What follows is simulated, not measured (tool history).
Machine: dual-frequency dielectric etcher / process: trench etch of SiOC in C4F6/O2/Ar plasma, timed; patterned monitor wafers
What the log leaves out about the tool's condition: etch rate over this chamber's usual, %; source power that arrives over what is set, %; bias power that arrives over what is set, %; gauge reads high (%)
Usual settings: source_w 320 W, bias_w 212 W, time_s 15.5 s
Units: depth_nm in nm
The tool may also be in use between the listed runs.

run,day,source_w,bias_w,time_s,wafers since the last listed run,hours since the last wet clean,hours since the last source power generator calibration,hours since the last bias power generator calibration,hours since the last upper electrode change,hours since the gauge calibration,"read-back reference wafer on the same gauge, depth_nm",depth_nm
1,0.000,320,212,15.5,0,38.9,2980.4,4249.9,4096.8,300.8,29.82,28.12
2,2.242,320,212,15.5,650,92.7,3034.2,4303.7,4150.6,354.6,29.80,27.99
3,3.675,320,212,15.5,415,127.1,3068.6,4338.1,4185.0,389.0,29.83,27.87
4,5.725,320,212,15.5,594,176.3,3117.8,4387.3,4234.2,438.2,29.81,27.89
5,8.454,320,212,15.5,791,241.8,3183.3,4452.8,4299.7,503.7,29.84,27.74
6,10.904,320,212,15.5,710,300.6,3242.1,4511.6,4358.5,562.5,29.80,27.73
7,12.329,320,212,15.5,413,334.8,3276.3,4545.8,4392.7,596.7,29.80,27.74
8,14.142,320,227,18.5,525,378.3,3319.8,4589.3,4436.2,640.2,29.79,33.74
# day 15.792: wet clean of the chamber
9,15.812,320,227,18.5,194,0.5,3359.9,4629.4,4476.3,680.3,29.79,34.35
# day 21.083: source power generator calibrated
# day 21.233: upper electrode replaced
10,24.288,320,227,18.5,2367,203.9,76.9,4832.8,73.3,883.7,29.79,33.75
11,26.721,320,212,15.5,705,262.3,135.3,4891.2,131.7,942.1,29.81,27.62
12,29.596,320,212,15.5,834,331.3,204.3,4960.2,200.7,1011.1,29.80,27.72
# day 31.104: wet clean of the chamber
13,31.125,320,212,14.5,153,0.5,241.0,4996.9,237.4,1047.8,29.78,26.28
14,32.108,320,212,14.5,285,24.1,264.6,5020.5,261.0,1071.4,29.81,26.09
15,34.946,280,212,17.0,823,92.2,332.7,5088.6,329.1,1139.5,29.80,28.53
16,37.796,320,212,15.5,826,160.6,401.1,5157.0,397.5,1207.9,29.79,27.88
# day 39.425: bias power generator calibrated
# day 39.646: gauge calibrated
17,40.071,320,212,15.5,611,215.2,455.7,15.5,452.1,10.2,29.79,27.71
18,41.883,320,212,12.5,525,258.7,499.2,59.0,495.6,53.7,29.81,22.34
19,44.367,320,264,17.5,720,318.3,558.8,118.6,555.2,113.3,29.81,33.72
20,46.508,350,249,13.0,621,369.7,610.2,170.0,606.6,164.7,29.81,25.64
21,47.575,320,212,15.5,309,395.3,635.8,195.6,632.2,190.3,29.79,27.36
# day 50.400: wet clean of the chamber
22,50.421,320,212,14.5,535,0.5,704.1,263.9,700.5,258.6,29.81,26.32
23,51.550,350,212,13.0,327,27.6,731.2,291.0,727.6,285.7,29.80,24.63
24,54.196,320,244,15.5,767,91.1,794.7,354.5,791.1,349.2,29.79,29.43
25,56.900,340,180,15.5,784,156.0,859.6,419.4,856.0,414.1,29.83,27.42
26,59.346,290,188,19.5,709,214.7,918.3,478.1,914.7,472.8,29.78,31.83
27,61.158,320,239,15.5,525,258.2,961.8,521.6,958.2,516.3,29.81,28.90
28,63.888,380,235,18.0,791,323.7,1027.3,587.1,1023.7,581.8,29.81,36.45
# day 65.525: wet clean of the chamber
29,65.546,360,258,11.0,191,0.5,1067.1,626.9,1063.5,621.6,29.78,22.68

4 ways to go on from here, each from the tool as it stands after run 29. What would each give?
A,65.562,320,212,15.5,4,0.9,1067.5,627.3,1063.9,622.0,?,?
B,65.562,320,212,14.0,4,0.9,1067.5,627.3,1063.9,622.0,?,?
C,65.562,260,253,13.5,4,0.9,1067.5,627.3,1063.9,622.0,?,?
D,65.562,240,212,14.0,4,0.9,1067.5,627.3,1063.9,622.0,?,?

run,"read-back reference wafer on the same gauge, depth_nm",depth_nm
A,29.79,28.11
B,29.79,25.39
C,29.79,23.19
D,29.79,21.61
Without the tool's hidden state the same runs would have given:
run,depth_nm
A,28.12
B,25.40
C,23.20
D,21.62

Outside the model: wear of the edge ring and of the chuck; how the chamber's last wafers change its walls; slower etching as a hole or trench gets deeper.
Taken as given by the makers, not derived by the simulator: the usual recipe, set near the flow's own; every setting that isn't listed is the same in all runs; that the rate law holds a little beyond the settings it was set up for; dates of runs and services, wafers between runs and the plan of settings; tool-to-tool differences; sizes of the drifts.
